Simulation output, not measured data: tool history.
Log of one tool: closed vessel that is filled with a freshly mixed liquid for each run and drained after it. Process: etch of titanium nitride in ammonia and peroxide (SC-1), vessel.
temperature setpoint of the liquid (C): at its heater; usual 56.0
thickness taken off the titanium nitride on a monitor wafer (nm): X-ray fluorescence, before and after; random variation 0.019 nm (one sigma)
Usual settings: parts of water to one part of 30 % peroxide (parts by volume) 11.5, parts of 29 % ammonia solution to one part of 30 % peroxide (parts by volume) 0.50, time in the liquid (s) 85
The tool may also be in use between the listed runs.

run	hour	temperature setpoint of the liquid (C)	parts of water to one part of 30 % peroxide (parts by volume)	parts of 29 % ammonia solution to one part of 30 % peroxide (parts by volume)	time in the liquid (s)	wafers since the last listed run	hours since the thermometer was replaced	hours since the ammonia flow meter was replaced	hours since the drum of ammonia solution was connected	hours since the gauge calibration	read-back film thickness of the titanium nitride reference wafer, read on the same gauge (nm)	thickness taken off the titanium nitride on a monitor wafer (nm)
1	0.0	56.0	11.5	0.50	85	0	1490.1	1092.9	657.2	231.1	120.03	5.37
2	26.2	56.0	15.5	0.50	85	3448	1516.3	1119.1	683.4	257.3	120.02	4.57
3	44.1	56.0	11.5	0.50	115	2355	1534.2	1137.0	701.3	275.2	120.03	7.27
4	59.1	56.0	11.5	0.45	85	1974	1549.2	1152.0	716.3	290.2	119.97	5.30
5	71.5	56.0	11.5	0.70	85	1632	1561.6	1164.4	728.7	302.6	120.00	5.67
6	104.6	56.0	11.5	0.70	85	4356	1594.7	1197.5	761.8	335.7	119.97	5.67
7	132.1	56.0	11.5	0.50	85	3619	1622.2	1225.0	789.3	363.2	120.00	5.36
8	164.0	56.0	11.5	0.50	85	4198	1654.1	1256.9	821.2	395.1	120.01	5.38
9	193.6	56.0	11.5	0.50	85	3895	1683.7	1286.5	850.8	424.7	119.95	5.34
# hour 211.3: thermometer replaced
10	221.3	56.0	11.5	0.50	85	3514	10.0	1314.2	878.5	452.4	120.02	5.71
11	243.2	56.0	11.5	0.50	85	2882	31.9	1336.1	900.4	474.3	119.96	5.73
# hour 245.4: gauge calibrated
12	267.2	56.0	11.5	0.50	85	3158	55.9	1360.1	924.4	21.8	120.02	5.74
# hour 289.6: new drum of ammonia solution connected
13	298.1	60.0	11.5	0.50	85	3935	86.8	1391.0	8.5	52.7	120.03	7.46
# hour 300.5: ammonia flow meter replaced
14	313.9	56.0	16.5	0.25	55	1947	102.6	13.4	24.3	68.5	120.00	2.67
15	347.9	56.0	5.5	0.75	85	4474	136.6	47.4	58.3	102.5	120.01	8.80
16	360.2	56.0	11.5	0.25	85	1618	148.9	59.7	70.6	114.8	120.00	5.05
17	387.3	60.0	16.0	0.30	125	3566	176.0	86.8	97.7	141.9	120.01	8.36
18	402.4	49.5	11.5	0.40	85	1987	191.1	101.9	112.8	157.0	120.03	3.50
19	437.7	56.0	11.5	0.50	85	4646	226.4	137.2	148.1	192.3	120.01	5.65
20	455.9	56.0	11.5	0.70	85	2395	244.6	155.4	166.3	210.5	120.01	6.03

5 ways to go on from here, each from the tool as it stands after run 20. What would each give?
A	456.6	56.0	11.5	0.50	85	92	245.3	156.1	167.0	211.2	?	?
B	456.6	56.0	14.0	0.50	85	92	245.3	156.1	167.0	211.2	?	?
C	456.6	46.5	9.5	0.70	85	92	245.3	156.1	167.0	211.2	?	?
D	456.6	65.0	11.5	0.60	100	92	245.3	156.1	167.0	211.2	?	?
E	456.6	64.0	8.5	0.65	55	92	245.3	156.1	167.0	211.2	?	?

run	read-back film thickness of the titanium nitride reference wafer, read on the same gauge (nm)	thickness taken off the titanium nitride on a monitor wafer (nm)
A	120.00	5.64
B	120.00	5.08
C	120.00	3.42
D	120.00	12.35
E	120.00	7.55
Without the tool's hidden state the same runs would have given:
run	thickness taken off the titanium nitride on a monitor wafer (nm)
A	5.74
B	5.17
C	3.48
D	12.56
E	7.67

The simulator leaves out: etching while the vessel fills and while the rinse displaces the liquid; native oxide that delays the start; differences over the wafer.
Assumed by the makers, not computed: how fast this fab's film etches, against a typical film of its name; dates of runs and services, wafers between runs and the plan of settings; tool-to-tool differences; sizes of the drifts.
